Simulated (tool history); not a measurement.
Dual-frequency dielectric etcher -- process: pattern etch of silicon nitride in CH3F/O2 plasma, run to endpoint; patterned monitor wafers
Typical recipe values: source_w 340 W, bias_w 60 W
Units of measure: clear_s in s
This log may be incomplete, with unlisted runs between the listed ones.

| run | hour | source_w | bias_w | wafers since the last listed run | hours since the last wet clean | hours since the last source power generator calibration | hours since the last bias power generator calibration | hours since the last upper electrode change | incoming incoming film thickness, nm | clear_s |
|---|---|---|---|---|---|---|---|---|---|---|
| 1 | 0.0 | 340 | 60 | 0 | 366.1 | 1031.0 | 1354.6 | 1589.0 | 89.4 | 117.1 |
| 2 | 46.7 | 340 | 60 | 357 | 412.8 | 1077.7 | 1401.3 | 1635.7 | 91.3 | 119.2 |
| 3 | 96.5 | 340 | 60 | 380 | 462.6 | 1127.5 | 1451.1 | 1685.5 | 90.3 | 118.6 |
|  | 169.4 | wet clean of the chamber |
| 4 | 169.9 | 340 | 60 | 377 | 0.5 | 1200.9 | 1524.5 | 1758.9 | 89.9 | 119.5 |
| 5 | 204.3 | 340 | 60 | 263 | 34.9 | 1235.3 | 1558.9 | 1793.3 | 90.2 | 118.8 |
| 6 | 265.3 | 340 | 60 | 466 | 95.9 | 1296.3 | 1619.9 | 1854.3 | 90.3 | 118.8 |
| 7 | 316.8 | 280 | 72 | 393 | 147.4 | 1347.8 | 1671.4 | 1905.8 | 90.2 | 122.2 |
| 8 | 372.5 | 280 | 72 | 425 | 203.1 | 1403.5 | 1727.1 | 1961.5 | 90.1 | 121.4 |
| 9 | 412.6 | 280 | 72 | 306 | 243.2 | 1443.6 | 1767.2 | 2001.6 | 90.3 | 122.1 |
| 10 | 470.0 | 340 | 60 | 438 | 300.6 | 1501.0 | 1824.6 | 2059.0 | 90.4 | 118.8 |
| 11 | 514.8 | 290 | 48 | 342 | 345.4 | 1545.8 | 1869.4 | 2103.8 | 88.9 | 134.8 |
|  | 547.9 | source power generator calibrated |
|  | 568.7 | bias power generator calibrated |
| 12 | 577.8 | 340 | 60 | 420 | 408.4 | 29.9 | 9.1 | 2166.8 | 90.6 | 116.2 |
| 13 | 624.3 | 340 | 60 | 355 | 454.9 | 76.4 | 55.6 | 2213.3 | 90.6 | 116.2 |
|  | 656.3 | upper electrode replaced |
| 14 | 665.0 | 340 | 60 | 127 | 495.6 | 117.1 | 96.3 | 8.7 | 89.4 | 114.4 |
|  | 706.6 | wet clean of the chamber |
| 15 | 707.1 | 340 | 66 | 138 | 0.5 | 159.2 | 138.4 | 50.8 | 89.5 | 113.5 |
| 16 | 725.3 | 340 | 60 | 139 | 18.7 | 177.4 | 156.6 | 69.0 | 90.0 | 118.1 |
| 17 | 780.0 | 410 | 47 | 418 | 73.4 | 232.1 | 211.3 | 123.7 | 90.8 | 117.3 |
| 18 | 838.0 | 340 | 65 | 443 | 131.4 | 290.1 | 269.3 | 181.7 | 90.1 | 114.9 |
| 19 | 878.1 | 270 | 60 | 306 | 171.5 | 330.2 | 309.4 | 221.8 | 90.0 | 130.6 |
| 20 | 929.3 | 400 | 52 | 391 | 222.7 | 381.4 | 360.6 | 273.0 | 90.1 | 114.6 |
| 21 | 955.3 | 390 | 66 | 198 | 248.7 | 407.4 | 386.6 | 299.0 | 90.8 | 107.9 |
| 22 | 1019.5 | 400 | 52 | 490 | 312.9 | 471.6 | 450.8 | 363.2 | 89.9 | 113.3 |
| 23 | 1080.6 | 300 | 48 | 467 | 374.0 | 532.7 | 511.9 | 424.3 | 90.0 | 132.7 |
| 24 | 1137.0 | 310 | 69 | 431 | 430.4 | 589.1 | 568.3 | 480.7 | 90.0 | 115.9 |
| 25 | 1192.8 | 400 | 55 | 426 | 486.2 | 644.9 | 624.1 | 536.5 | 89.9 | 111.6 |
| 26 | 1219.3 | 290 | 53 | 202 | 512.7 | 671.4 | 650.6 | 563.0 | 90.3 | 131.6 |

Give the tool's hidden conditions for every run:
bias power that arrives over what is set, %: 0 on each run
H1: etch rate over this chamber's usual, %
H2: source power that arrives over what is set, %
| run | H1 | H2 |
|---|---|---|
| 1 | 0.898 | -2.74 |
| 2 | 1.03 | -2.87 |
| 3 | 1.17 | -3.02 |
| 4 | 0.0759 | -3.23 |
| 5 | 0.173 | -3.32 |
| 6 | 0.344 | -3.5 |
| 7 | 0.489 | -3.65 |
| 8 | 0.645 | -3.81 |
| 9 | 0.758 | -3.92 |
| 10 | 0.919 | -4.08 |
| 11 | 1.04 | -4.21 |
| 12 | 1.22 | 0.14 |
| 13 | 1.35 | 0.00715 |
| 14 | 1.47 | -0.109 |
| 15 | -0.131 | -0.23 |
| 16 | -0.0796 | -0.282 |
| 17 | 0.0741 | -0.438 |
| 18 | 0.237 | -0.604 |
| 19 | 0.35 | -0.719 |
| 20 | 0.493 | -0.865 |
| 21 | 0.566 | -0.94 |
| 22 | 0.747 | -1.12 |
| 23 | 0.918 | -1.3 |
| 24 | 1.08 | -1.46 |
| 25 | 1.23 | -1.62 |
| 26 | 1.31 | -1.7 |
